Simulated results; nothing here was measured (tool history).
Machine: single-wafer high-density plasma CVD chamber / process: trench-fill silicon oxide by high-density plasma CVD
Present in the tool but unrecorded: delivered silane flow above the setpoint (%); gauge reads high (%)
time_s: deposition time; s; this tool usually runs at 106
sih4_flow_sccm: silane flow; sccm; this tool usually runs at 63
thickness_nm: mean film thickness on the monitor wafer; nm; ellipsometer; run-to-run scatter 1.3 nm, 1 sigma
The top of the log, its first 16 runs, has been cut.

run,day,time_s,sih4_flow_sccm,wafers since the last listed run,hours since the silane flow controller was replaced,hours since the gauge calibration,"read-back reference wafer on the same gauge, thickness_nm",thickness_nm
17,8.025,106,63,77,1187.2,533.1,732.287,679.973
18,8.600,106,63,102,1201.0,546.9,731.710,682.879
19,9.312,106,63,127,1218.1,564.0,731.925,682.146
20,9.871,106,63,99,1231.5,577.4,731.346,684.683
# day 10.371: gauge calibrated
21,10.600,114,73,130,1249.0,5.5,731.830,848.844
22,11.088,106,63,87,1260.7,17.2,731.812,681.634
23,11.462,111,63,66,1269.7,26.2,731.924,711.216
24,11.933,126,71,84,1281.0,37.5,731.937,913.739
25,12.229,114,73,52,1288.1,44.6,732.280,848.540
26,12.838,106,63,108,1302.7,59.2,731.887,682.430
27,13.425,106,63,104,1316.8,73.3,731.574,681.499
28,13.967,121,58,96,1329.8,86.3,732.002,717.552
29,14.329,106,63,64,1338.5,95.0,732.119,683.409
30,14.783,106,52,81,1349.4,105.9,732.497,563.385
31,15.612,125,58,148,1369.3,125.8,732.054,740.727
32,15.900,94,73,51,1376.2,132.7,732.306,699.669
# day 17.796: silane flow controller replaced
33,18.138,106,63,340,8.2,186.4,732.055,658.761
34,19.854,122,74,306,49.4,227.6,731.449,896.048
35,20.162,106,60,55,56.8,235.0,731.397,631.317
36,20.467,126,68,54,64.1,242.3,731.798,852.601
37,21.042,85,52,102,77.9,256.1,731.886,437.988
38,21.567,106,63,93,90.5,268.7,731.489,662.500
39,22.304,98,58,131,108.2,286.4,732.090,564.504
40,23.021,106,63,128,125.4,303.6,731.981,663.481

Below are 5 alternative next runs, each starting from the tool's condition after run 40. Predict each:
A,23.038,86,63,2,125.8,304.0,?,?
B,23.038,127,59,2,125.8,304.0,?,?
C,23.038,86,68,2,125.8,304.0,?,?
D,23.038,95,54,2,125.8,304.0,?,?
E,23.038,97,66,2,125.8,304.0,?,?

run,"read-back reference wafer on the same gauge, thickness_nm",thickness_nm
A,731.777,539.766
B,731.777,746.487
C,731.777,582.605
D,731.777,511.074
E,731.777,637.797
With no hidden state in the tool, these same runs would have given:
run,thickness_nm
A,527.397
B,729.380
C,569.253
D,499.362
E,623.181
